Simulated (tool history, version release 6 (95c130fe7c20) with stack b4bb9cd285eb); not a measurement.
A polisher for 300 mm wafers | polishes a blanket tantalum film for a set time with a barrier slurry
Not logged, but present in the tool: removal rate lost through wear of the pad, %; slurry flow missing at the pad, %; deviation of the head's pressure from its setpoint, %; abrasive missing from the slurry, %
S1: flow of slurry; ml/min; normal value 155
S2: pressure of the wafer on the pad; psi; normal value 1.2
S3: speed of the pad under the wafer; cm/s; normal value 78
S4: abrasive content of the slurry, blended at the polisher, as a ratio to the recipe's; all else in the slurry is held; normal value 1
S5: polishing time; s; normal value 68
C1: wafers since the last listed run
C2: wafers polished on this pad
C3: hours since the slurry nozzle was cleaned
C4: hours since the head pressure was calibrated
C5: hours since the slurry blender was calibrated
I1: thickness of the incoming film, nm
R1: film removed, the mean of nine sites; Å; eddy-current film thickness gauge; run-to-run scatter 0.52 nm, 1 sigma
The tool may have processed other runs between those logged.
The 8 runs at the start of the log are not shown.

| run | hour | S1 | S2 | S3 | S4 | S5 | C1 | C2 | C3 | C4 | C5 | I1 | R1 |
|---|---|---|---|---|---|---|---|---|---|---|---|---|---|
| 9 | 226.5 | 120 | 1.2 | 78 | 0.8 | 68 | 230 | 675 | 287.5 | 1297.1 | 256.7 | 389.7 | 441 |
| 10 | 246.5 | 120 | 1.2 | 78 | 0.8 | 68 | 129 | 804 | 307.5 | 1317.1 | 276.7 | 391.7 | 442 |
| 11 | 281 | 190 | 1.4 | 78 | 1 | 68 | 222 | 1026 | 342 | 1351.6 | 311.2 | 393.3 | 609 |
|  | 298.7 | worn pad replaced by a new one |
| 12 | 311.8 | 155 | 1.4 | 78 | 1 | 68 | 173 | 84 | 372.8 | 1382.4 | 342 | 391.6 | 589 |
| 13 | 336.8 | 155 | 1.4 | 78 | 1 | 68 | 161 | 246 | 397.8 | 1407.4 | 367 | 385.8 | 588 |
|  | 349.1 | slurry blender recalibrated |
| 14 | 351 | 155 | 1.4 | 78 | 1 | 68 | 78 | 324 | 412 | 1421.6 | 1.9 | 395.2 | 603 |
| 15 | 373.5 | 155 | 1.2 | 78 | 1 | 68 | 145 | 470 | 434.5 | 1444.1 | 24.4 | 388.5 | 509 |
|  | 375.8 | head pressure recalibrated |
| 16 | 409.1 | 155 | 1.6 | 78 | 1 | 68 | 216 | 686 | 470.1 | 33.3 | 60 | 389.1 | 613 |
|  | 468.6 | worn pad replaced by a new one |
| 17 | 514.8 | 155 | 1 | 100 | 1.1 | 68 | 656 | 298 | 575.8 | 139 | 165.7 | 391.6 | 505 |
| 18 | 537.1 | 155 | 1 | 70 | 1 | 45 | 143 | 442 | 598.1 | 161.3 | 188 | 387.4 | 229 |
| 19 | 569.4 | 155 | 1.2 | 78 | 0.7 | 68 | 208 | 650 | 630.4 | 193.6 | 220.3 | 388.9 | 415 |
|  | 584.7 | slurry nozzle cleaned |
| 20 | 586.4 | 155 | 1.5 | 78 | 0.8 | 68 | 103 | 753 | 1.7 | 210.6 | 237.3 | 389.4 | 539 |
| 21 | 605.5 | 155 | 1.2 | 78 | 1 | 68 | 123 | 877 | 20.8 | 229.7 | 256.4 | 390 | 462 |
| 22 | 619.5 | 120 | 1.2 | 78 | 0.8 | 68 | 90 | 967 | 34.8 | 243.7 | 270.4 | 394.2 | 411 |
|  | 645.8 | worn pad replaced by a new one |
| 23 | 646.3 | 185 | 1.2 | 94 | 1.25 | 90 | 147 | 3 | 61.6 | 270.5 | 297.2 | 393.4 | 821 |
| 24 | 659.5 | 155 | 1.2 | 98 | 1.15 | 68 | 85 | 88 | 74.8 | 283.7 | 310.4 | 381.9 | 599 |
| 25 | 674.7 | 155 | 1 | 70 | 1 | 45 | 98 | 186 | 90 | 298.9 | 325.6 | 395.1 | 229 |
| 26 | 703.7 | 155 | 1.3 | 78 | 1 | 68 | 187 | 374 | 119 | 327.9 | 354.6 | 393 | 511 |
| 27 | 727.8 | 105 | 1.2 | 78 | 1 | 68 | 155 | 529 | 143.1 | 352 | 378.7 | 390.6 | 427 |
|  | 750.4 | slurry blender recalibrated |
| 28 | 755.8 | 155 | 1.2 | 78 | 1 | 68 | 167 | 697 | 171.1 | 380 | 5.4 | 392.8 | 465 |
| 29 | 772.3 | 110 | 1.5 | 98 | 0.8 | 68 | 106 | 804 | 187.6 | 396.5 | 21.9 | 385.6 | 626 |
|  | 798.2 | worn pad replaced by a new one |
| 30 | 798.7 | 155 | 1.3 | 78 | 1.2 | 68 | 144 | 3 | 214 | 422.9 | 48.3 | 390.3 | 540 |
| 31 | 814.1 | 155 | 1.2 | 70 | 0.8 | 68 | 99 | 102 | 229.4 | 438.3 | 63.7 | 387 | 392 |

Predict each of these 3 candidate next runs independently; none follows another, all start after run 31:
| A | 814.5 | 155 | 1.2 | 78 | 1.25 | 68 | 2 | 105 | 229.8 | 438.7 | 64.1 | 397.6 | ? |
| B | 814.5 | 155 | 1.2 | 78 | 1 | 89 | 2 | 105 | 229.8 | 438.7 | 64.1 | 397.6 | ? |
| C | 814.5 | 155 | 1.2 | 78 | 1.25 | 44 | 2 | 105 | 229.8 | 438.7 | 64.1 | 397.6 | ? |

| run | R1 |
|---|---|
| A | 512 |
| B | 632 |
| C | 331 |
What these runs would have given with no unlogged condition in the tool:
| run | R1 |
|---|---|
| A | 485 |
| B | 598 |
| C | 314 |

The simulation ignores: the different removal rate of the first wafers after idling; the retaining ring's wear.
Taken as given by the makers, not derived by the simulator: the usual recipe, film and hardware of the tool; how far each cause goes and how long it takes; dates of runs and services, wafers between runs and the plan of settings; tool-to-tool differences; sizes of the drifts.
